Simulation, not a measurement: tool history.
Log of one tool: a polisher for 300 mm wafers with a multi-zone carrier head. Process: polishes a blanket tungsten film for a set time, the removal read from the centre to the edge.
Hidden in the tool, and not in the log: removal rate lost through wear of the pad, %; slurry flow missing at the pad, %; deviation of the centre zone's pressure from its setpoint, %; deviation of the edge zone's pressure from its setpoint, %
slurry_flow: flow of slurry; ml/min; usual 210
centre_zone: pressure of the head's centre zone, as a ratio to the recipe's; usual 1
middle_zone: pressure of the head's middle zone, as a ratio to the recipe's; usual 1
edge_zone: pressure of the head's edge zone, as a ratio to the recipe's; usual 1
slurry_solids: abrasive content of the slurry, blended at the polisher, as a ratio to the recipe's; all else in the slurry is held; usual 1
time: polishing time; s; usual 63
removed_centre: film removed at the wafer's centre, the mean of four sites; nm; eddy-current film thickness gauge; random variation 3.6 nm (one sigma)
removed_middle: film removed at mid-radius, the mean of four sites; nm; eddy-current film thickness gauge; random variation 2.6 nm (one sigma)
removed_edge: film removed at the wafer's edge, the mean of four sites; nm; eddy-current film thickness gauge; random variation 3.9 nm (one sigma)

run,day,slurry_flow,centre_zone,middle_zone,edge_zone,slurry_solids,time,wafers since the last listed run,wafers polished on this pad,hours since the slurry nozzle was cleaned,hours since the centre zone pressure was calibrated,hours since the edge zone pressure was calibrated,hours since the carrier head's membrane was replaced,"incoming thickness of the incoming film, nm",removed_centre,removed_middle,removed_edge
1,0,210,1,1,1,1,63,0,759,347.2,233.5,696.2,1914.3,1189,377.8,430.3,423.5
2,0.283,210,1,1,1,1,63,42,802,354,240.3,703,1921.1,1199.8,377.4,433.9,429.1
3,1.533,210,1,1,1,1,63,187,990,384,270.3,733,1951.1,1193.4,375.5,432.4,423.8
4,2.267,210,1,1,1,1,63,110,1100,401.6,287.9,750.6,1968.7,1176.1,381.4,432.9,430.8
5,2.992,210,1,1,1,1,63,108,1209,419,305.3,768,1986.1,1186,371.1,432.5,429.2
# day 3.462: carrier head's membrane replaced by a new one
6,3.483,210,1,1,1,1,63,42,1252,430.8,317.1,779.8,0.5,1190.8,372.5,435.4,427.7
7,4.162,210,1,1,1,1,63,102,1354,447.1,333.4,796.1,16.8,1196.1,379.1,438.1,431
# day 4.646: worn pad replaced by a new one
8,4.671,210,1.09,0.95,0.88,0.9,63,51,4,459.3,345.6,808.3,29,1186.6,400.3,403.7,399.2
# day 5.1: edge zone pressure recalibrated
9,5.392,210,1,1,1,1,63,95,99,476.6,362.9,7,46.3,1204.7,369.8,437,433.8
# day 5.629: slurry nozzle cleaned
10,5.862,210,1.12,1.05,1,1,63,64,164,5.6,374.2,18.3,57.6,1177.8,418.2,447.3,428.8
11,6.333,210,1.1,1,1,1,63,70,235,16.9,385.5,29.6,68.9,1201.1,411.5,433.6,426.3
# day 6.446: centre zone pressure recalibrated
12,6.854,210,1,1,1,1,84,65,300,29.4,9.8,42.1,81.4,1190.3,552,584.9,565.8
13,7.104,210,1.07,1,1,1,63,37,338,35.4,15.8,48.1,87.4,1172.5,443.6,429,430.9
14,7.658,210,1,1,1,1,63,83,421,48.7,29.1,61.4,100.7,1168,405.9,434.4,430.3
15,8.371,210,0.93,1,1,1.1,63,107,528,65.8,46.2,78.5,117.8,1191.8,383.4,441.8,439.7

How the hidden state differs across the entries between the runs, from the last listed run before each to the first after it:
Between runs 5 and 6: carrier head's membrane replaced by a new one (day 3.462)
  deviation of the centre zone's pressure from its setpoint, %: -10.6 -> -10.8
  measured less the result without the state, removed_centre: -44.6 -> -45.3 nm
Between runs 7 and 8: worn pad replaced by a new one (day 4.646)
  deviation of the centre zone's pressure from its setpoint, %: -10.9 -> -11
  measured less the result without the state, removed_centre: -46.8 -> -49.5 nm
Between runs 8 and 9: edge zone pressure recalibrated (day 5.1)
  deviation of the centre zone's pressure from its setpoint, %: -11 -> -11.1
  measured less the result without the state, removed_centre: -49.5 -> -46.7 nm
Between runs 9 and 10: slurry nozzle cleaned (day 5.629)
  deviation of the centre zone's pressure from its setpoint, %: -11.1 -> -11.2
  measured less the result without the state, removed_centre: -46.7 -> -52.6 nm
Between runs 11 and 12: centre zone pressure recalibrated (day 6.446)
  deviation of the centre zone's pressure from its setpoint, %: -11.3 -> -2.01
  measured less the result without the state, removed_centre: -52.2 -> -11.4 nm
